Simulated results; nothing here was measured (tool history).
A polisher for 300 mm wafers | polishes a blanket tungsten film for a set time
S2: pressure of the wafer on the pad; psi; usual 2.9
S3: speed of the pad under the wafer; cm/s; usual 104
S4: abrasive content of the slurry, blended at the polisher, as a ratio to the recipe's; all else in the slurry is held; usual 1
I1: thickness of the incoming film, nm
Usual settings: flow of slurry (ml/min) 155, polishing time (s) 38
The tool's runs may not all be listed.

{"run": 1, "hour": 0.0, "flow of slurry (ml/min)": 140, "S2": 2.9, "S3": 104, "S4": 1, "polishing time (s)": 38, "I1": 1484.6, "film removed (Å)": 1294}
{"hour": 16.0, "done": "slurry tank refilled with fresh slurry and peroxide"}
{"run": 2, "hour": 75.0, "flow of slurry (ml/min)": 140, "S2": 2.9, "S3": 104, "S4": 1, "polishing time (s)": 38, "I1": 1481.8, "film removed (Å)": 1266}
{"run": 3, "hour": 135.1, "flow of slurry (ml/min)": 140, "S2": 2.9, "S3": 104, "S4": 1, "polishing time (s)": 38, "I1": 1470.3, "film removed (Å)": 1216}
{"hour": 195.2, "done": "slurry blender recalibrated"}
{"hour": 215.4, "done": "slurry nozzle cleaned"}
{"run": 4, "hour": 235.7, "flow of slurry (ml/min)": 155, "S2": 2.9, "S3": 104, "S4": 1, "polishing time (s)": 41, "I1": 1466.5, "film removed (Å)": 1284}
{"hour": 285.8, "done": "worn pad replaced by a new one"}
{"run": 5, "hour": 333.4, "flow of slurry (ml/min)": 155, "S2": 2.9, "S3": 104, "S4": 1, "polishing time (s)": 41, "I1": 1499, "film removed (Å)": 1461}
{"run": 6, "hour": 372.9, "flow of slurry (ml/min)": 155, "S2": 2.9, "S3": 104, "S4": 1, "polishing time (s)": 41, "I1": 1492.5, "film removed (Å)": 1440}
{"hour": 422.4, "done": "slurry tank refilled with fresh slurry and peroxide"}
{"run": 7, "hour": 422.7, "flow of slurry (ml/min)": 155, "S2": 2.9, "S3": 104, "S4": 1, "polishing time (s)": 38, "I1": 1487.4, "film removed (Å)": 1311}
{"run": 8, "hour": 486.6, "flow of slurry (ml/min)": 155, "S2": 2.9, "S3": 104, "S4": 1, "polishing time (s)": 38, "I1": 1480.3, "film removed (Å)": 1279}
{"run": 9, "hour": 588.6, "flow of slurry (ml/min)": 155, "S2": 2.9, "S3": 104, "S4": 1, "polishing time (s)": 38, "I1": 1476.3, "film removed (Å)": 1248}
{"run": 10, "hour": 630.7, "flow of slurry (ml/min)": 155, "S2": 2.9, "S3": 104, "S4": 1, "polishing time (s)": 38, "I1": 1464, "film removed (Å)": 1224}
{"hour": 635.3, "done": "slurry blender recalibrated"}
{"hour": 676.8, "done": "slurry nozzle cleaned"}
{"hour": 694.1, "done": "worn pad replaced by a new one"}
{"run": 11, "hour": 694.6, "flow of slurry (ml/min)": 155, "S2": 2.9, "S3": 130, "S4": 1, "polishing time (s)": 38, "I1": 1485.7, "film removed (Å)": 1652}
{"run": 12, "hour": 739.6, "flow of slurry (ml/min)": 155, "S2": 2.9, "S3": 104, "S4": 1.15, "polishing time (s)": 38, "I1": 1478.1, "film removed (Å)": 1354}
{"run": 13, "hour": 838.6, "flow of slurry (ml/min)": 155, "S2": 2.9, "S3": 104, "S4": 1.15, "polishing time (s)": 38, "I1": 1504, "film removed (Å)": 1351}
{"hour": 843.3, "done": "slurry tank refilled with fresh slurry and peroxide"}
{"run": 14, "hour": 937.8, "flow of slurry (ml/min)": 155, "S2": 2.9, "S3": 80, "S4": 1, "polishing time (s)": 38, "I1": 1473.4, "film removed (Å)": 977}
{"hour": 984.4, "done": "head pressure recalibrated"}
{"run": 15, "hour": 984.9, "flow of slurry (ml/min)": 155, "S2": 2.9, "S3": 104, "S4": 1, "polishing time (s)": 33, "I1": 1478.8, "film removed (Å)": 1084}
{"run": 16, "hour": 1049.7, "flow of slurry (ml/min)": 175, "S2": 2.9, "S3": 74, "S4": 1, "polishing time (s)": 26, "I1": 1471.2, "film removed (Å)": 605}
{"hour": 1059.2, "done": "slurry blender recalibrated"}
{"hour": 1076.0, "done": "slurry nozzle cleaned"}
{"hour": 1109.9, "done": "worn pad replaced by a new one"}
{"run": 17, "hour": 1138.2, "flow of slurry (ml/min)": 155, "S2": 2.9, "S3": 104, "S4": 1, "polishing time (s)": 38, "I1": 1462.8, "film removed (Å)": 1335}
{"run": 18, "hour": 1186.3, "flow of slurry (ml/min)": 115, "S2": 2.9, "S3": 78, "S4": 1.1, "polishing time (s)": 38, "I1": 1472, "film removed (Å)": 966}
{"hour": 1194.3, "done": "slurry tank refilled with fresh slurry and peroxide"}
{"run": 19, "hour": 1282.0, "flow of slurry (ml/min)": 155, "S2": 2.9, "S3": 104, "S4": 1, "polishing time (s)": 38, "I1": 1473.5, "film removed (Å)": 1297}
{"run": 20, "hour": 1336.6, "flow of slurry (ml/min)": 200, "S2": 2.9, "S3": 136, "S4": 1, "polishing time (s)": 38, "I1": 1478.8, "film removed (Å)": 1781}
{"hour": 1491.2, "done": "worn pad replaced by a new one"}
{"run": 21, "hour": 1494.7, "flow of slurry (ml/min)": 155, "S2": 2.9, "S3": 104, "S4": 1, "polishing time (s)": 38, "I1": 1483.4, "film removed (Å)": 1337}
{"hour": 1509.4, "done": "slurry blender recalibrated"}
{"hour": 1540.3, "done": "slurry nozzle cleaned"}
{"run": 22, "hour": 1555.4, "flow of slurry (ml/min)": 155, "S2": 2.9, "S3": 136, "S4": 1, "polishing time (s)": 38, "I1": 1464.4, "film removed (Å)": 1772}
{"hour": 1624.4, "done": "slurry tank refilled with fresh slurry and peroxide"}
{"run": 23, "hour": 1624.9, "flow of slurry (ml/min)": 155, "S2": 2.9, "S3": 104, "S4": 1, "polishing time (s)": 38, "I1": 1481.9, "film removed (Å)": 1321}
{"run": 24, "hour": 1707.7, "flow of slurry (ml/min)": 170, "S2": 2.9, "S3": 104, "S4": 1.1, "polishing time (s)": 27, "I1": 1466.8, "film removed (Å)": 975}
{"run": 25, "hour": 1773.7, "flow of slurry (ml/min)": 155, "S2": 2.9, "S3": 104, "S4": 1, "polishing time (s)": 38, "I1": 1461.1, "film removed (Å)": 1237}
{"hour": 1843.5, "done": "worn pad replaced by a new one"}
{"run": 26, "hour": 1876.7, "flow of slurry (ml/min)": 155, "S2": 2.9, "S3": 92, "S4": 0.75, "polishing time (s)": 38, "I1": 1506.1, "film removed (Å)": 1113}
{"run": 27, "hour": 1952.3, "flow of slurry (ml/min)": 155, "S2": 2.9, "S3": 80, "S4": 1, "polishing time (s)": 38, "I1": 1484.3, "film removed (Å)": 1023}

Forecast each of these 3 alternatives for the next run:
{"run": "A", "hour": 1952.7, "flow of slurry (ml/min)": 155, "S2": 2.9, "S3": 90, "S4": 1, "polishing time (s)": 38, "I1": 1462.1, "film removed (Å)": "?"}
{"run": "B", "hour": 1952.7, "flow of slurry (ml/min)": 200, "S2": 2.9, "S3": 120, "S4": 1, "polishing time (s)": 38, "I1": 1462.1, "film removed (Å)": "?"}
{"run": "C", "hour": 1952.7, "flow of slurry (ml/min)": 155, "S2": 2.9, "S3": 104, "S4": 0.75, "polishing time (s)": 30, "I1": 1462.1, "film removed (Å)": "?"}

run=A film_removed_(Å)=1158
run=B film_removed_(Å)=1604
run=C film_removed_(Å)=1011
Without the tool's hidden state the same runs would have given:
run=A film_removed_(Å)=1178
run=B film_removed_(Å)=1632
run=C film_removed_(Å)=1028
